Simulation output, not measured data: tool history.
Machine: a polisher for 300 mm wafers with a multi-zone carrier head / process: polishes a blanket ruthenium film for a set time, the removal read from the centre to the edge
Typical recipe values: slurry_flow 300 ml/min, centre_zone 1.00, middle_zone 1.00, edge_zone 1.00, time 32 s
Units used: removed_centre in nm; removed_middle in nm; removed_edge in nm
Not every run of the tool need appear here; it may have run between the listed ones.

run,hour,slurry_flow,centre_zone,middle_zone,edge_zone,time,wafers since the last listed run,wafers polished on this pad,hours since the slurry nozzle was cleaned,hours since the centre zone pressure was calibrated,hours since the edge zone pressure was calibrated,hours since the carrier head's membrane was replaced,"incoming thickness of the incoming film, nm",removed_centre,removed_middle,removed_edge
1,0.0,300,1.00,1.00,1.00,32,0,720,70.6,31.7,799.4,1104.4,506.1,39.3,39.9,39.7
# hour 52.9: worn pad replaced by a new one
2,56.8,300,1.00,1.00,1.00,32,424,31,127.4,88.5,856.2,1161.2,520.3,39.7,39.6,39.2
3,93.6,300,1.00,1.00,1.00,38,295,326,164.2,125.3,893.0,1198.0,515.2,46.6,47.8,47.3
4,147.9,300,1.00,1.00,1.00,38,436,762,218.5,179.6,947.3,1252.3,518.4,45.8,46.7,47.3
# hour 212.2: worn pad replaced by a new one
5,214.2,300,1.00,1.00,1.00,38,500,15,284.8,245.9,1013.6,1318.6,512.1,45.6,47.3,47.6
6,271.0,300,1.09,1.00,1.00,32,456,472,341.6,302.7,1070.4,1375.4,507.5,39.7,39.1,39.5
7,307.8,300,1.09,1.00,1.00,32,295,767,378.4,339.5,1107.2,1412.2,503.5,39.5,38.9,39.8
# hour 345.9: carrier head's membrane replaced by a new one
8,373.0,300,1.00,1.00,1.00,32,483,1251,443.6,404.7,1172.4,27.1,500.5,37.2,39.2,38.9
# hour 383.9: worn pad replaced by a new one
# hour 391.0: edge zone pressure recalibrated
9,397.7,300,1.00,1.00,1.00,32,150,94,468.3,429.4,6.7,51.8,514.9,37.1,39.0,39.2
10,457.6,300,1.00,1.00,1.00,27,481,576,528.2,489.3,66.6,111.7,508.5,30.6,33.0,32.8
# hour 469.2: centre zone pressure recalibrated
11,511.1,300,1.09,1.00,1.00,32,413,989,581.7,41.9,120.1,165.2,509.3,39.8,37.5,38.4
# hour 542.5: slurry nozzle cleaned
# hour 551.5: worn pad replaced by a new one
12,570.1,300,1.00,1.00,1.00,32,433,149,27.6,100.9,179.1,224.2,510.6,38.4,39.8,39.8
13,633.2,300,1.00,1.00,0.91,24,506,656,90.7,164.0,242.2,287.3,512.8,29.5,29.5,28.5
14,665.3,405,1.00,1.00,1.11,23,257,913,122.8,196.1,274.3,319.4,512.4,28.2,29.1,31.2
# hour 697.8: worn pad replaced by a new one
15,706.8,340,1.00,0.92,0.88,32,301,72,164.3,237.6,315.8,360.9,509.4,38.8,37.4,37.3
16,763.0,300,1.03,0.96,1.00,23,451,523,220.5,293.8,372.0,417.1,505.0,27.8,27.5,28.7

Run-by-run hidden state of the tool:
removal rate lost through wear of the pad, %: 0 in every run
deviation of the edge zone's pressure from its setpoint, %: 0 in every run
H1: slurry flow missing at the pad, %
H2: deviation of the centre zone's pressure from its setpoint, %
run,H1,H2
1,2.67,-0.415
2,3.57,-1.42
3,4.42,-2.07
4,6.08,-3.03
5,8.74,-4.2
6,11.6,-5.2
7,13.7,-5.85
8,18,-7
9,19.7,-7.44
10,24.5,-8.5
11,29.2,-1.59
12,9.07,-2.63
13,9.66,-3.75
14,10.2,-4.31
15,11.2,-5.05
16,12.9,-6.04
